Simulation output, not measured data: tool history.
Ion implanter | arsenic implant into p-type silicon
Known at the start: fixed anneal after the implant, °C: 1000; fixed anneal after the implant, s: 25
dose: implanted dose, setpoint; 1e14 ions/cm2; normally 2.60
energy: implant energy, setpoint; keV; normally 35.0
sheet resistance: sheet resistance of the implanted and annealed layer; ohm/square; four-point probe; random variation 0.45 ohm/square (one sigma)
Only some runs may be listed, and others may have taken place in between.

run,hour,dose,energy,"read-back reference wafer on the same gauge, sheet resistance",sheet resistance
1,0.0,2.60,35.0,240.91,304.67
2,16.7,2.60,35.0,240.98,305.24
3,28.9,2.06,35.0,240.99,361.86
4,59.9,2.06,35.0,241.00,361.46
5,81.6,2.41,35.0,241.00,322.45
6,179.2,2.41,35.0,241.04,323.22
7,197.8,2.41,35.0,240.96,323.36
# hour 239.3: Faraday cup replaced and dose calibrated
8,239.8,2.60,35.0,241.08,299.95
9,244.5,2.60,35.0,240.98,300.86
10,300.3,2.60,35.0,241.05,299.67
11,317.4,2.60,45.5,240.93,288.29
12,340.0,3.08,23.5,240.96,280.32
# hour 350.1: extraction supply calibrated
# hour 356.3: gauge calibrated
13,357.0,2.60,35.0,240.98,301.11

Predict the results of run 14:
14,443.2,2.14,39.0,?,?

Run 14 measured read-back reference wafer on the same gauge, sheet resistance 241.01, sheet resistance 341.43 ohm/square.
On a tool with no hidden condition, and with the same random variation, this run would have come out at sheet resistance 339.56 ohm/square.
